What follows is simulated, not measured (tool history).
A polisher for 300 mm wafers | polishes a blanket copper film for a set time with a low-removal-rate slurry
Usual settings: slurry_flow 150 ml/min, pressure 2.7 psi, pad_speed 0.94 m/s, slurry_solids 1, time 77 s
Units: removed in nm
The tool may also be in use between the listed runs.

| run | day | slurry_flow | pressure | pad_speed | slurry_solids | time | incoming thickness of the incoming film, nm | removed |
|---|---|---|---|---|---|---|---|---|
| 1 | 0 | 150 | 2.7 | 0.94 | 1 | 77 | 1505.1 | 163.5 |
| 2 | 0.258 | 150 | 2.7 | 0.94 | 1 | 77 | 1482.4 | 163.3 |
| 3 | 1.004 | 150 | 2.7 | 0.94 | 1 | 77 | 1486.9 | 163.9 |
| 4 | 1.617 | 150 | 2.7 | 0.94 | 1 | 77 | 1492.7 | 162.4 |
| 5 | 2.246 | 150 | 2.7 | 0.94 | 1 | 77 | 1484 | 160.8 |
|  | 2.475 | slurry nozzle cleaned |
| 6 | 2.754 | 150 | 2.7 | 0.94 | 1 | 77 | 1481.3 | 172.3 |
|  | 3.167 | slurry blender recalibrated |
| 7 | 3.188 | 150 | 2.7 | 0.94 | 1 | 77 | 1470.7 | 173.2 |
|  | 3.433 | worn pad replaced by a new one |
| 8 | 3.667 | 150 | 3.3 | 0.94 | 1 | 77 | 1502.4 | 208.5 |
| 9 | 4.112 | 150 | 2.3 | 0.94 | 1 | 77 | 1504.8 | 144.7 |
| 10 | 4.65 | 150 | 2.7 | 0.94 | 1 | 64 | 1500.1 | 141.3 |
| 11 | 5.3 | 195 | 2.7 | 0.94 | 1 | 77 | 1489.8 | 174.3 |
| 12 | 5.6 | 150 | 2.7 | 0.94 | 1 | 77 | 1513.9 | 169.6 |
|  | 5.854 | head pressure recalibrated |
| 13 | 5.875 | 185 | 2.7 | 0.94 | 1.2 | 77 | 1515.1 | 184.1 |
| 14 | 6.446 | 150 | 2.7 | 0.78 | 1.3 | 77 | 1476.6 | 148.4 |
| 15 | 7.146 | 150 | 2.7 | 0.94 | 0.85 | 87 | 1509.7 | 183.1 |
|  | 7.354 | slurry blender recalibrated |
| 16 | 7.583 | 150 | 1.8 | 0.94 | 1.15 | 66 | 1500.1 | 99.6 |
| 17 | 8.138 | 150 | 2.7 | 0.94 | 1 | 77 | 1514.3 | 168.5 |

Forecast each of these 4 alternatives for the next run:
| A | 8.154 | 105 | 2.7 | 0.94 | 1 | 77 | 1502.7 | ? |
| B | 8.154 | 170 | 2.2 | 0.94 | 1.2 | 67 | 1502.7 | ? |
| C | 8.154 | 150 | 2.7 | 0.94 | 0.7 | 93 | 1502.7 | ? |
| D | 8.154 | 195 | 2.7 | 0.82 | 1.15 | 92 | 1502.7 | ? |

| run | removed |
|---|---|
| A | 158.5 |
| B | 126.1 |
| C | 187 |
| D | 186.9 |
Without the tool's hidden state the same runs would have given:
| run | removed |
|---|---|
| A | 163.4 |
| B | 128.9 |
| C | 191.6 |
| D | 190.7 |

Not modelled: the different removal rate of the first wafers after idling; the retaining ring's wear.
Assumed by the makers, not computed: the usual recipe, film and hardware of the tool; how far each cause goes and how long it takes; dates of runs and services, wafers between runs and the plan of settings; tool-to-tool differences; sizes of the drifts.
